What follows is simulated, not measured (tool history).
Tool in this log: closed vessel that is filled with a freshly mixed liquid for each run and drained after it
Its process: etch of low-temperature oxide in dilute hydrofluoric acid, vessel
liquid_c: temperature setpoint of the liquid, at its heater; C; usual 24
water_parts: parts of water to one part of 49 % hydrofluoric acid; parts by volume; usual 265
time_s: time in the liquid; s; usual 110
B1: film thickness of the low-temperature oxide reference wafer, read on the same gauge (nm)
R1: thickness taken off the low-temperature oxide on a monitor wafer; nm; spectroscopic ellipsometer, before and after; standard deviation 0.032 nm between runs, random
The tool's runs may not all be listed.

Run 1, hour 0: usual settings; B1 150. Result: R1 5.64 nm.
Run 2, hour 15.1: usual settings; B1 150. Result: R1 5.59 nm.
Run 3, hour 49: usual settings but liquid_c 22.5 C, water_parts 305 parts by volume; B1 149.99. Result: R1 4.42 nm.
Run 4, hour 68.5: usual settings; B1 149.99. Result: R1 5.53 nm.
Run 5, hour 87.8: usual settings; B1 150. Result: R1 5.55 nm.
Run 6, hour 109.6: usual settings; B1 150. Result: R1 5.56 nm.
Run 7, hour 122.6: usual settings; B1 149.99. Result: R1 5.59 nm.
Run 8, hour 141.8: usual settings; B1 150. Result: R1 5.53 nm.
Run 9, hour 175: usual settings; B1 149.99. Result: R1 5.5 nm.
Run 10, hour 199.8: usual settings but time_s 155 s; B1 149.98. Result: R1 7.97 nm.
Run 11, hour 220.2: usual settings; B1 149.98. Result: R1 5.62 nm.
Run 12, hour 244.9: usual settings but liquid_c 27.5 C; B1 150. Result: R1 6.26 nm.
Run 13, hour 266.8: usual settings; B1 150.02. Result: R1 5.57 nm.
Run 14, hour 281.8: usual settings but water_parts 320 parts by volume; B1 150. Result: R1 4.35 nm.
Run 15, hour 314.7: usual settings but water_parts 375 parts by volume; B1 149.99. Result: R1 3.55 nm.
Run 16, hour 343.8: usual settings but liquid_c 20.5 C, time_s 160 s; B1 149.99. Result: R1 7.1 nm.
Run 17, hour 369: usual settings but liquid_c 28.5 C, water_parts 335 parts by volume, time_s 160 s; B1 150. Result: R1 6.9 nm.
Run 18, hour 392: usual settings; B1 149.99. Result: R1 5.64 nm.
Run 19, hour 412.4: usual settings but liquid_c 19.5 C, water_parts 340 parts by volume, time_s 50 s; B1 150. Result: R1 1.57 nm.
Run 20, hour 445.7: usual settings; B1 149.97. Result: R1 5.56 nm.
Run 21, hour 461.9: usual settings; B1 150.01. Result: R1 5.59 nm.
Run 22, hour 482.9: usual settings but liquid_c 25.5 C, water_parts 320 parts by volume, time_s 145 s; B1 150.02. Result: R1 6.07 nm.
Run 23, hour 506.7: usual settings; B1 150. Result: R1 5.57 nm.
Run 24, hour 525.3: usual settings but liquid_c 25.5 C, water_parts 145 parts by volume; B1 149.97. Result: R1 12.24 nm.
Run 25, hour 551.6: usual settings but liquid_c 20 C, water_parts 350 parts by volume; B1 150. Result: R1 3.37 nm.

Missing from the log above: 3 entries noted between runs. For each, name the pair of listed runs it sits between and say how the tool's hidden condition differs from the listed run just before to the listed run just after:
After run 11, before run 12: hydrofluoric acid flow meter replaced (hour 230)
  no hidden state differs between the two runs
After run 16, before run 17: thermometer replaced (hour 358.6); gauge calibrated (hour 366.6)
  no hidden state differs between the two runs
